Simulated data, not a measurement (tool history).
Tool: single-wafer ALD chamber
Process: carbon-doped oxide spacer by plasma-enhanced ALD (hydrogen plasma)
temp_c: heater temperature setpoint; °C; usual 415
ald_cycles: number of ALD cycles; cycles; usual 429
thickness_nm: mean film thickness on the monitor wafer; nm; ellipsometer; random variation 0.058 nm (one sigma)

run	hour	temp_c	ald_cycles	wafers since the last listed run	hours since the last thermocouple change	hours since the gauge calibration	read-back reference wafer on the same gauge, thickness_nm	thickness_nm
1	0.0	415	429	0	735.7	1457.1	19.495	21.592
2	60.8	415	429	71	796.5	1517.9	19.495	21.529
3	105.3	415	429	52	841.0	1562.4	19.494	21.598
4	157.3	415	447	61	893.0	1614.4	19.501	22.469
5	211.0	404	429	63	946.7	1668.1	19.500	22.170
6	261.3	415	477	59	997.0	1718.4	19.511	23.903
7	367.8	415	429	125	1103.5	1824.9	19.499	21.494
8	452.0	415	429	99	1187.7	1909.1	19.502	21.522
9	505.4	415	429	62	1241.1	1962.5	19.491	21.430
10	614.3	415	429	128	1350.0	2071.4	19.495	21.466
11	664.3	415	429	58	1400.0	2121.4	19.505	21.507
12	704.9	415	429	47	1440.6	2162.0	19.488	21.485
13	800.7	415	429	112	1536.4	2257.8	19.504	21.431
14	888.9	415	429	103	1624.6	2346.0	19.504	21.335
15	983.4	415	429	111	1719.1	2440.5	19.487	21.434
16	1053.8	415	429	82	1789.5	2510.9	19.509	21.486
17	1151.0	415	429	114	1886.7	2608.1	19.492	21.415
18	1218.3	415	429	79	1954.0	2675.4	19.503	21.334
# hour 1254.6: gauge calibrated
19	1270.3	415	494	61	2006.0	15.7	19.494	24.581
20	1363.1	425	429	109	2098.8	108.5	19.501	20.681
21	1427.0	415	429	75	2162.7	172.4	19.501	21.166
22	1509.5	426	345	97	2245.2	254.9	19.509	16.562
23	1614.6	404	429	123	2350.3	360.0	19.494	21.949
# hour 1648.5: thermocouple changed; heater temperature recalibrated
24	1716.0	420	401	110	67.5	461.4	19.506	20.231
25	1772.5	402	383	66	124.0	517.9	19.495	20.088
26	1812.1	424	429	46	163.6	557.5	19.509	21.528
27	1870.9	420	429	69	222.4	616.3	19.493	21.600
28	1960.6	415	429	105	312.1	706.0	19.499	22.062
29	2059.6	415	429	116	411.1	805.0	19.497	22.026
30	2166.6	402	501	126	518.1	912.0	19.505	26.429
31	2230.5	424	503	75	582.0	975.9	19.495	25.186
# hour 2284.2: thermocouple changed; heater temperature recalibrated, repeated, since the last time left the tool worse
32	2307.5	402	385	81	23.3	1052.9	19.506	20.070
33	2361.3	408	466	63	77.1	1106.7	19.497	23.928
34	2458.4	415	429	114	174.2	1203.8	19.492	21.689
35	2542.0	415	429	98	257.8	1287.4	19.500	21.653
36	2617.8	415	429	89	333.6	1363.2	19.511	21.487
37	2690.5	401	364	85	406.3	1435.9	19.502	18.986

5 ways to go on from here, each from the tool as it stands after run 37. What would each give?
A	2691.6	409	429	1	407.4	1437.0	?	?
B	2691.6	415	397	1	407.4	1437.0	?	?
C	2691.6	429	462	1	407.4	1437.0	?	?
D	2691.6	408	368	1	407.4	1437.0	?	?
E	2691.6	407	429	1	407.4	1437.0	?	?

run	read-back reference wafer on the same gauge, thickness_nm	thickness_nm
A	19.499	21.913
B	19.499	19.948
C	19.499	22.318
D	19.499	18.848
E	19.499	22.032
Without the tool's hidden state the same runs would have given:
run	thickness_nm
A	21.861
B	19.900
C	22.262
D	18.803
E	21.980

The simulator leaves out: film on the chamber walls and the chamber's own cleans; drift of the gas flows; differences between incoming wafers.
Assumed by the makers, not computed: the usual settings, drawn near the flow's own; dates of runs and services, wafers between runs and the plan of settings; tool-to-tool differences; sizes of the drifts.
